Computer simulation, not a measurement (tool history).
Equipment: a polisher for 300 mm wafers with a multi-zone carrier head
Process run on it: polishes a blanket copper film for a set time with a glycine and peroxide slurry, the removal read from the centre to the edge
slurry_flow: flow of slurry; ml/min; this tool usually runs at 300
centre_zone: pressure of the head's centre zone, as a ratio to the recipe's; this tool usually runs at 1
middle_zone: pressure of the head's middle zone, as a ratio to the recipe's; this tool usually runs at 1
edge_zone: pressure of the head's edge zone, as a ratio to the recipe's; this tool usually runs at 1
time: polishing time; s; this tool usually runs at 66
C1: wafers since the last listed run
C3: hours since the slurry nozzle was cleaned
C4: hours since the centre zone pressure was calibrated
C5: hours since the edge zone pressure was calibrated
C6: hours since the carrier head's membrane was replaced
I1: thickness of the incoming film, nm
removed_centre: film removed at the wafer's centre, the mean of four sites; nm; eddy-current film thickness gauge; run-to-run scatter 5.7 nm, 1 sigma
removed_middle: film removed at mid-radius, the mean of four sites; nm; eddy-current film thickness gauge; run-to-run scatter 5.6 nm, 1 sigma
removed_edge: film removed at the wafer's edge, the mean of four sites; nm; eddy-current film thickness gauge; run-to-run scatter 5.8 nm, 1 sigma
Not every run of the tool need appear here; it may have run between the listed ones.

run 1 day=0 | slurry_flow=300 centre_zone=1.04 middle_zone=1 edge_zone=0.93 time=66 | C1=0 wafers_polished_on_this_pad=1660 C3=450.9 C4=1018.5 C5=955.7 C6=592.7 | I1=1061.1 | removed_centre=402 removed_middle=377.3 removed_edge=375.7
run 2 day=2.871 | slurry_flow=300 centre_zone=1 middle_zone=1 edge_zone=0.95 time=51 | C1=930 wafers_polished_on_this_pad=2590 C3=519.8 C4=1087.4 C5=1024.6 C6=661.6 | I1=1083.4 | removed_centre=286.1 removed_middle=284.5 removed_edge=280.5
run 3 day=4.175 | slurry_flow=300 centre_zone=1 middle_zone=1 edge_zone=0.95 time=51 | C1=422 wafers_polished_on_this_pad=3013 C3=551.1 C4=1118.7 C5=1055.9 C6=692.9 | I1=1036.5 | removed_centre=282.2 removed_middle=276.5 removed_edge=275.3
-- day=5.925 worn pad replaced by a new one
run 4 day=7.108 | slurry_flow=300 centre_zone=1 middle_zone=1 edge_zone=1 time=66 | C1=896 wafers_polished_on_this_pad=382 C3=621.5 C4=1189.1 C5=1126.3 C6=763.3 | I1=1078 | removed_centre=388.1 removed_middle=384 removed_edge=395.1
run 5 day=8.296 | slurry_flow=300 centre_zone=1 middle_zone=1 edge_zone=1 time=66 | C1=384 wafers_polished_on_this_pad=767 C3=650 C4=1217.6 C5=1154.8 C6=791.8 | I1=1045.5 | removed_centre=395.6 removed_middle=385.7 removed_edge=385.1
-- day=9.204 slurry nozzle cleaned
run 6 day=9.725 | slurry_flow=300 centre_zone=1 middle_zone=1 edge_zone=0.93 time=66 | C1=449 wafers_polished_on_this_pad=1217 C3=12.5 C4=1251.9 C5=1189.1 C6=826.1 | I1=1063.3 | removed_centre=412.6 removed_middle=392.6 removed_edge=398.3
-- day=9.962 centre zone pressure recalibrated
-- day=11.383 carrier head's membrane replaced by a new one
-- day=11.675 edge zone pressure recalibrated
run 7 day=12.721 | slurry_flow=300 centre_zone=1 middle_zone=1 edge_zone=0.93 time=66 | C1=849 wafers_polished_on_this_pad=2067 C3=84.4 C4=66.2 C5=25.1 C6=32.1 | I1=1066 | removed_centre=394.5 removed_middle=374.5 removed_edge=381.1
run 8 day=14.571 | slurry_flow=300 centre_zone=1 middle_zone=1 edge_zone=0.93 time=66 | C1=599 wafers_polished_on_this_pad=2666 C3=128.8 C4=110.6 C5=69.5 C6=76.5 | I1=1036.4 | removed_centre=380.5 removed_middle=368.2 removed_edge=363.1
run 9 day=16.421 | slurry_flow=300 centre_zone=1.08 middle_zone=1 edge_zone=0.9 time=66 | C1=599 wafers_polished_on_this_pad=3266 C3=173.2 C4=155 C5=113.9 C6=120.9 | I1=1079.4 | removed_centre=393.1 removed_middle=368.8 removed_edge=355.5
run 10 day=18.058 | slurry_flow=300 centre_zone=1 middle_zone=1 edge_zone=1.06 time=47 | C1=530 wafers_polished_on_this_pad=3797 C3=212.5 C4=194.3 C5=153.2 C6=160.2 | I1=1060.9 | removed_centre=257.7 removed_middle=252 removed_edge=265.3
-- day=18.471 worn pad replaced by a new one
run 11 day=20.788 | slurry_flow=300 centre_zone=1.1 middle_zone=1 edge_zone=0.88 time=89 | C1=830 wafers_polished_on_this_pad=751 C3=278 C4=259.8 C5=218.7 C6=225.7 | I1=1039.9 | removed_centre=600.5 removed_middle=528.6 removed_edge=513
run 12 day=23.308 | slurry_flow=300 centre_zone=1.11 middle_zone=1 edge_zone=1 time=66 | C1=817 wafers_polished_on_this_pad=1568 C3=338.5 C4=320.3 C5=279.2 C6=286.2 | I1=1040 | removed_centre=435.8 removed_middle=373.7 removed_edge=393.6
run 13 day=25.538 | slurry_flow=300 centre_zone=1 middle_zone=1 edge_zone=1 time=66 | C1=722 wafers_polished_on_this_pad=2290 C3=392 C4=373.8 C5=332.7 C6=339.7 | I1=1080.3 | removed_centre=395.2 removed_middle=375.7 removed_edge=384.8
run 14 day=28.329 | slurry_flow=300 centre_zone=1 middle_zone=1.06 edge_zone=1 time=66 | C1=904 wafers_polished_on_this_pad=3195 C3=459 C4=440.8 C5=399.7 C6=406.7 | I1=1049.8 | removed_centre=360.7 removed_middle=384.4 removed_edge=377.4
run 15 day=29.929 | slurry_flow=300 centre_zone=0.89 middle_zone=1.11 edge_zone=1.03 time=66 | C1=518 wafers_polished_on_this_pad=3714 C3=497.4 C4=479.2 C5=438.1 C6=445.1 | I1=1049.9 | removed_centre=317 removed_middle=381 removed_edge=363.3
-- day=31.4 worn pad replaced by a new one
run 16 day=32.512 | slurry_flow=300 centre_zone=1 middle_zone=1 edge_zone=1 time=66 | C1=783 wafers_polished_on_this_pad=361 C3=559.4 C4=541.2 C5=500.1 C6=507.1 | I1=1060.8 | removed_centre=387.9 removed_middle=382.3 removed_edge=391.5

Estimate the outcome of run 17 from the log above:
run 17 day=35.146 | slurry_flow=390 centre_zone=0.94 middle_zone=0.92 edge_zone=0.92 time=66 | C1=853 wafers_polished_on_this_pad=1214 C3=622.6 C4=604.4 C5=563.3 C6=570.3 | I1=1046.9 | removed_centre=? removed_middle=? removed_edge=?

{"run 17": {"removed_centre": 371.4, "removed_middle": 367.3, "removed_edge": 383}}
The same run, on a tool lacking any hidden state, would have yielded removed_centre 398.8 nm, removed_middle 392.8 nm, removed_edge 405.7 nm.
